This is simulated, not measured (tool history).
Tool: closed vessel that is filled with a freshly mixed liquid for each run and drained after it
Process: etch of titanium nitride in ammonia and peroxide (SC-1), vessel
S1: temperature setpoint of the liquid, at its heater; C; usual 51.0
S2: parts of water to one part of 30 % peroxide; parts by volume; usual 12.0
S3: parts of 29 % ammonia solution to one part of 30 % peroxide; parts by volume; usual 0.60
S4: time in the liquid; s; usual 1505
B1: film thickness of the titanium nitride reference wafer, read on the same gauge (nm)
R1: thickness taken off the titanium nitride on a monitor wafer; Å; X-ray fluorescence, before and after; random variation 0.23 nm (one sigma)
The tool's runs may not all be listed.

| run | hour | S1 | S2 | S3 | S4 | B1 | R1 |
|---|---|---|---|---|---|---|---|
| 1 | 0.0 | 51.0 | 12.0 | 0.60 | 1505 | 69.99 | 552.7 |
| 2 | 20.7 | 51.0 | 12.0 | 0.60 | 1505 | 70.00 | 555.6 |
| 3 | 55.4 | 51.0 | 12.0 | 0.60 | 1505 | 69.99 | 554.8 |
| 4 | 68.6 | 51.0 | 12.0 | 0.60 | 1505 | 70.01 | 556.9 |
| 5 | 81.2 | 51.0 | 12.0 | 0.60 | 1505 | 70.05 | 555.0 |
| 6 | 111.0 | 51.0 | 12.0 | 0.60 | 1505 | 70.04 | 555.9 |
| 7 | 124.8 | 51.0 | 12.0 | 0.60 | 1505 | 70.03 | 558.1 |
| 8 | 142.8 | 51.0 | 12.0 | 0.60 | 1505 | 69.99 | 561.1 |
| 9 | 162.3 | 51.0 | 12.0 | 0.60 | 1505 | 69.97 | 559.2 |
| 10 | 198.2 | 51.0 | 12.0 | 0.70 | 1505 | 69.97 | 579.1 |
|  | 224.8 | ammonia flow meter replaced |
| 11 | 228.5 | 51.0 | 12.0 | 0.70 | 1505 | 70.03 | 583.6 |
| 12 | 253.8 | 51.0 | 12.0 | 0.60 | 660 | 70.05 | 247.0 |
|  | 269.9 | thermometer replaced |
| 13 | 270.4 | 51.0 | 12.0 | 0.70 | 1505 | 69.99 | 533.6 |
| 14 | 282.2 | 58.5 | 16.0 | 0.60 | 1505 | 70.00 | 747.2 |
| 15 | 311.7 | 51.0 | 12.0 | 0.60 | 1505 | 70.00 | 524.2 |
| 16 | 347.2 | 44.5 | 14.5 | 0.90 | 1825 | 70.01 | 392.0 |
|  | 397.2 | gauge calibrated |
|  | 406.5 | new drum of ammonia solution connected |
| 17 | 430.7 | 51.0 | 12.0 | 0.45 | 2335 | 70.01 | 783.1 |
| 18 | 464.3 | 51.0 | 7.0 | 0.60 | 1965 | 70.00 | 908.8 |
| 19 | 484.8 | 41.0 | 12.0 | 0.60 | 1505 | 70.01 | 262.3 |
| 20 | 519.9 | 51.0 | 18.0 | 0.45 | 1505 | 70.01 | 409.4 |
| 21 | 535.0 | 59.5 | 16.0 | 0.75 | 1505 | 70.01 | 839.4 |
| 22 | 562.1 | 51.0 | 12.0 | 0.75 | 610 | 69.99 | 225.7 |
| 23 | 583.6 | 51.0 | 12.0 | 0.60 | 1870 | 70.01 | 671.7 |

What the log doesn't show, run by run:
ammonia flow below the setpoint (%): 0 in every run
ammonia solution weaker than its label (%): 0 in every run
gauge reads high (%): 0 in every run
H1: liquid hotter than its thermometer reads (K)
| run | H1 |
|---|---|
| 1 | 0.888 |
| 2 | 0.912 |
| 3 | 0.954 |
| 4 | 0.969 |
| 5 | 0.984 |
| 6 | 1.02 |
| 7 | 1.04 |
| 8 | 1.06 |
| 9 | 1.08 |
| 10 | 1.12 |
| 11 | 1.16 |
| 12 | 1.19 |
| 13 | 0.101 |
| 14 | 0.115 |
| 15 | 0.15 |
| 16 | 0.192 |
| 17 | 0.291 |
| 18 | 0.331 |
| 19 | 0.355 |
| 20 | 0.397 |
| 21 | 0.415 |
| 22 | 0.447 |
| 23 | 0.473 |
